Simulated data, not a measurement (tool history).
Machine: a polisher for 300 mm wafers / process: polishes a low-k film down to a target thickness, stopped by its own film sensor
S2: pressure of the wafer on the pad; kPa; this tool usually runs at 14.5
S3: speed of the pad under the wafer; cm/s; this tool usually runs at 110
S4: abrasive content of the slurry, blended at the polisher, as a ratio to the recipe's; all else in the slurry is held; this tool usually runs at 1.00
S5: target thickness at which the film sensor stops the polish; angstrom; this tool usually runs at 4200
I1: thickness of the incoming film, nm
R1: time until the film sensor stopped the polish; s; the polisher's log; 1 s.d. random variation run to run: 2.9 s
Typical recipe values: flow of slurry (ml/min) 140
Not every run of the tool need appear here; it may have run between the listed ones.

run 1 hour=0.0 | flow_of_slurry_(ml/min)=140 S2=14.5 S3=124 S4=1.00 S5=4200 | I1=495.0 | R1=181.7
run 2 hour=15.6 | flow_of_slurry_(ml/min)=140 S2=14.5 S3=124 S4=1.00 S5=4200 | I1=492.0 | R1=180.5
run 3 hour=45.8 | flow_of_slurry_(ml/min)=140 S2=14.5 S3=124 S4=1.00 S5=4200 | I1=496.0 | R1=184.5
-- hour=51.4 worn pad replaced by a new one
run 4 hour=68.5 | flow_of_slurry_(ml/min)=140 S2=14.5 S3=110 S4=1.00 S5=4200 | I1=490.8 | R1=191.5
-- hour=93.9 conditioning disc replaced and pad reconditioned
run 5 hour=94.4 | flow_of_slurry_(ml/min)=140 S2=14.5 S3=110 S4=0.90 S5=4200 | I1=489.8 | R1=204.4
run 6 hour=104.7 | flow_of_slurry_(ml/min)=140 S2=14.5 S3=110 S4=1.00 S5=4200 | I1=486.8 | R1=183.0
-- hour=114.9 slurry nozzle cleaned
-- hour=118.5 worn pad replaced by a new one
run 7 hour=139.8 | flow_of_slurry_(ml/min)=140 S2=14.5 S3=110 S4=1.00 S5=4200 | I1=492.2 | R1=178.1
run 8 hour=156.6 | flow_of_slurry_(ml/min)=140 S2=14.5 S3=110 S4=1.00 S5=4200 | I1=491.2 | R1=177.3
run 9 hour=181.1 | flow_of_slurry_(ml/min)=140 S2=14.5 S3=136 S4=0.85 S5=4200 | I1=490.7 | R1=166.3
-- hour=198.0 worn pad replaced by a new one
run 10 hour=208.8 | flow_of_slurry_(ml/min)=140 S2=14.5 S3=110 S4=1.00 S5=4200 | I1=496.0 | R1=192.4
run 11 hour=234.2 | flow_of_slurry_(ml/min)=140 S2=14.5 S3=110 S4=1.00 S5=4420 | I1=488.8 | R1=121.7
-- hour=236.9 head pressure recalibrated
run 12 hour=246.4 | flow_of_slurry_(ml/min)=140 S2=17.9 S3=80 S4=0.85 S5=4030 | I1=491.6 | R1=249.6
-- hour=257.8 slurry blender recalibrated
run 13 hour=260.3 | flow_of_slurry_(ml/min)=140 S2=9.7 S3=110 S4=1.25 S5=4360 | I1=488.1 | R1=186.2
-- hour=265.4 worn pad replaced by a new one
-- hour=276.5 conditioning disc replaced and pad reconditioned
run 14 hour=287.7 | flow_of_slurry_(ml/min)=140 S2=16.5 S3=124 S4=1.15 S5=4200 | I1=486.2 | R1=134.6
run 15 hour=318.3 | flow_of_slurry_(ml/min)=140 S2=14.5 S3=110 S4=1.00 S5=4200 | I1=493.1 | R1=198.4
-- hour=333.6 worn pad replaced by a new one
run 16 hour=338.6 | flow_of_slurry_(ml/min)=160 S2=14.5 S3=110 S4=1.00 S5=4200 | I1=489.4 | R1=178.9
run 17 hour=362.2 | flow_of_slurry_(ml/min)=155 S2=12.4 S3=110 S4=0.70 S5=4010 | I1=484.3 | R1=322.8

Below are 3 alternative next runs, each starting from the tool's condition after run 17. Predict each:
run A hour=362.7 | flow_of_slurry_(ml/min)=140 S2=14.5 S3=110 S4=1.00 S5=4200 | I1=488.9 | R1=?
run B hour=362.7 | flow_of_slurry_(ml/min)=140 S2=14.5 S3=136 S4=1.00 S5=4420 | I1=488.9 | R1=?
run C hour=362.7 | flow_of_slurry_(ml/min)=140 S2=12.4 S3=110 S4=0.90 S5=3980 | I1=488.9 | R1=?

run=A R1=190.7
run=B R1=111.1
run=C R1=310.6
What these runs would have given with no unlogged condition in the tool:
run=A R1=165.6
run=B R1=96.5
run=C R1=269.7

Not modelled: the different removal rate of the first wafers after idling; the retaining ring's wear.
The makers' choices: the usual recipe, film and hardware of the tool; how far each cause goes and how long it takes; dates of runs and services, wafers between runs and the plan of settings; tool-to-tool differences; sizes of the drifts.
